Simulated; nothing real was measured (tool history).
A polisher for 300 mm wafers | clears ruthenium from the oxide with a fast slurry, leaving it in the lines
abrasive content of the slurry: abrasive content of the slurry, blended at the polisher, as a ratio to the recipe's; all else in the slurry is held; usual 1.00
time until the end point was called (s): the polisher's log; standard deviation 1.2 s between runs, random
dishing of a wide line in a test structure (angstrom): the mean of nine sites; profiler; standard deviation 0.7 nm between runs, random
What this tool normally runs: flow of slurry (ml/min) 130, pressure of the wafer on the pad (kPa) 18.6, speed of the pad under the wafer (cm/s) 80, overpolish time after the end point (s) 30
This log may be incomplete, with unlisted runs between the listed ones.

| run | day | flow of slurry (ml/min) | pressure of the wafer on the pad (kPa) | speed of the pad under the wafer (cm/s) | abrasive content of the slurry | overpolish time after the end point (s) | wafers since the last listed run | wafers polished on this pad | hours since the slurry nozzle was cleaned | hours since the head pressure was calibrated | hours since the slurry blender was calibrated | incoming thickness of the incoming film, nm | time until the end point was called (s) | dishing of a wide line in a test structure (angstrom) |
|---|---|---|---|---|---|---|---|---|---|---|---|---|---|---|
| 1 | 0.000 | 130 | 18.6 | 80 | 1.00 | 30 | 0 | 1076 | 275.5 | 1484.1 | 315.9 | 251.1 | 82.0 | 633 |
|  | 0.479 | worn pad replaced by a new one |
| 2 | 0.500 | 165 | 16.5 | 80 | 1.00 | 30 | 74 | 4 | 287.5 | 1496.1 | 327.9 | 247.8 | 88.9 | 603 |
|  | 1.108 | head pressure recalibrated |
| 3 | 1.129 | 165 | 16.5 | 80 | 1.00 | 30 | 121 | 126 | 302.6 | 0.5 | 343.0 | 244.6 | 89.4 | 603 |
|  | 1.279 | slurry nozzle cleaned |
| 4 | 1.546 | 165 | 16.5 | 80 | 1.00 | 30 | 83 | 209 | 6.4 | 10.5 | 353.0 | 253.2 | 89.1 | 604 |
| 5 | 1.854 | 130 | 21.4 | 80 | 1.00 | 24 | 68 | 278 | 13.8 | 17.9 | 360.4 | 254.3 | 74.8 | 587 |
| 6 | 2.188 | 130 | 21.4 | 80 | 1.00 | 24 | 74 | 352 | 21.8 | 25.9 | 368.4 | 248.0 | 73.6 | 587 |
| 7 | 2.921 | 130 | 21.4 | 80 | 1.00 | 24 | 163 | 515 | 39.4 | 43.5 | 386.0 | 249.1 | 74.1 | 593 |
| 8 | 3.404 | 130 | 18.6 | 80 | 1.00 | 30 | 107 | 623 | 51.0 | 55.1 | 397.6 | 245.5 | 80.7 | 627 |
| 9 | 3.725 | 130 | 24.8 | 90 | 0.75 | 13 | 71 | 694 | 58.7 | 62.8 | 405.3 | 248.6 | 64.4 | 381 |
| 10 | 4.354 | 130 | 18.6 | 80 | 1.10 | 23 | 139 | 834 | 73.8 | 77.9 | 420.4 | 253.8 | 79.5 | 533 |
| 11 | 4.762 | 130 | 18.6 | 80 | 1.00 | 30 | 90 | 925 | 83.6 | 87.7 | 430.2 | 255.4 | 84.6 | 626 |
| 12 | 5.150 | 160 | 18.6 | 80 | 0.70 | 17 | 86 | 1011 | 92.9 | 97.0 | 439.5 | 254.2 | 100.0 | 358 |
| 13 | 5.488 | 100 | 18.6 | 80 | 1.00 | 46 | 75 | 1086 | 101.0 | 105.1 | 447.6 | 255.2 | 88.4 | 820 |
|  | 6.050 | worn pad replaced by a new one |
| 14 | 6.175 | 130 | 18.6 | 66 | 1.20 | 25 | 115 | 27 | 117.5 | 121.6 | 464.1 | 246.7 | 87.3 | 511 |
| 15 | 6.550 | 130 | 13.1 | 60 | 1.30 | 30 | 83 | 111 | 126.5 | 130.6 | 473.1 | 249.7 | 132.2 | 451 |
|  | 6.712 | slurry blender recalibrated |
| 16 | 6.950 | 130 | 16.5 | 80 | 1.00 | 30 | 70 | 181 | 136.1 | 140.2 | 5.7 | 253.0 | 93.2 | 580 |
| 17 | 7.217 | 130 | 18.6 | 80 | 1.00 | 30 | 59 | 240 | 142.5 | 146.6 | 12.1 | 251.7 | 81.2 | 627 |
| 18 | 7.925 | 130 | 18.6 | 72 | 1.00 | 30 | 157 | 398 | 159.5 | 163.6 | 29.1 | 251.2 | 92.3 | 590 |
| 19 | 8.796 | 160 | 24.8 | 80 | 1.00 | 30 | 193 | 592 | 180.4 | 184.5 | 50.0 | 248.4 | 60.0 | 800 |
| 20 | 9.525 | 130 | 18.6 | 100 | 1.00 | 30 | 162 | 754 | 197.9 | 202.0 | 67.5 | 249.9 | 69.4 | 723 |
| 21 | 9.933 | 130 | 14.5 | 80 | 1.00 | 30 | 90 | 845 | 207.7 | 211.8 | 77.3 | 252.1 | 107.1 | 519 |
| 22 | 10.633 | 130 | 18.6 | 80 | 1.00 | 30 | 155 | 1000 | 224.5 | 228.6 | 94.1 | 255.4 | 85.1 | 641 |
| 23 | 10.996 | 130 | 18.6 | 80 | 1.00 | 30 | 80 | 1081 | 233.2 | 237.3 | 102.8 | 250.2 | 83.2 | 632 |
|  | 11.762 | worn pad replaced by a new one |
| 24 | 11.783 | 110 | 18.6 | 70 | 1.00 | 19 | 138 | 4 | 252.1 | 256.2 | 121.7 | 253.4 | 97.1 | 401 |
| 25 | 12.375 | 85 | 18.6 | 92 | 1.00 | 30 | 131 | 136 | 266.3 | 270.4 | 135.9 | 246.3 | 79.2 | 654 |
|  | 13.008 | slurry nozzle cleaned |
| 26 | 13.112 | 130 | 21.4 | 72 | 0.75 | 30 | 154 | 291 | 2.5 | 288.1 | 153.6 | 251.8 | 94.0 | 581 |
| 27 | 13.512 | 130 | 18.6 | 80 | 1.30 | 30 | 88 | 380 | 12.1 | 297.7 | 163.2 | 252.0 | 74.5 | 688 |
| 28 | 13.979 | 90 | 18.6 | 100 | 1.00 | 44 | 103 | 483 | 23.3 | 308.9 | 174.4 | 252.4 | 73.7 | 887 |
| 29 | 14.688 | 130 | 22.8 | 104 | 0.80 | 36 | 157 | 641 | 40.3 | 325.9 | 191.4 | 246.4 | 60.1 | 890 |
| 30 | 15.129 | 130 | 18.6 | 80 | 0.90 | 30 | 98 | 739 | 50.9 | 336.5 | 202.0 | 251.9 | 89.5 | 614 |

Here are 3 independent what-if runs from the current tool condition. What would each one return?
| A | 15.146 | 130 | 18.6 | 80 | 1.00 | 30 | 3 | 743 | 51.3 | 336.9 | 202.4 | 248.1 | ? | ? |
| B | 15.146 | 130 | 18.6 | 66 | 1.00 | 30 | 3 | 743 | 51.3 | 336.9 | 202.4 | 248.1 | ? | ? |
| C | 15.146 | 170 | 18.6 | 56 | 1.00 | 43 | 3 | 743 | 51.3 | 336.9 | 202.4 | 248.1 | ? | ? |

| run | time until the end point was called (s) | dishing of a wide line in a test structure (angstrom) |
|---|---|---|
| A | 82.8 | 632 |
| B | 97.9 | 557 |
| C | 107.8 | 677 |
With the hidden condition removed and each run's random variation left untouched, the same runs would have given:
| run | time until the end point was called (s) | dishing of a wide line in a test structure (angstrom) |
|---|---|---|
| A | 82.8 | 632 |
| B | 97.9 | 557 |
| C | 107.8 | 677 |
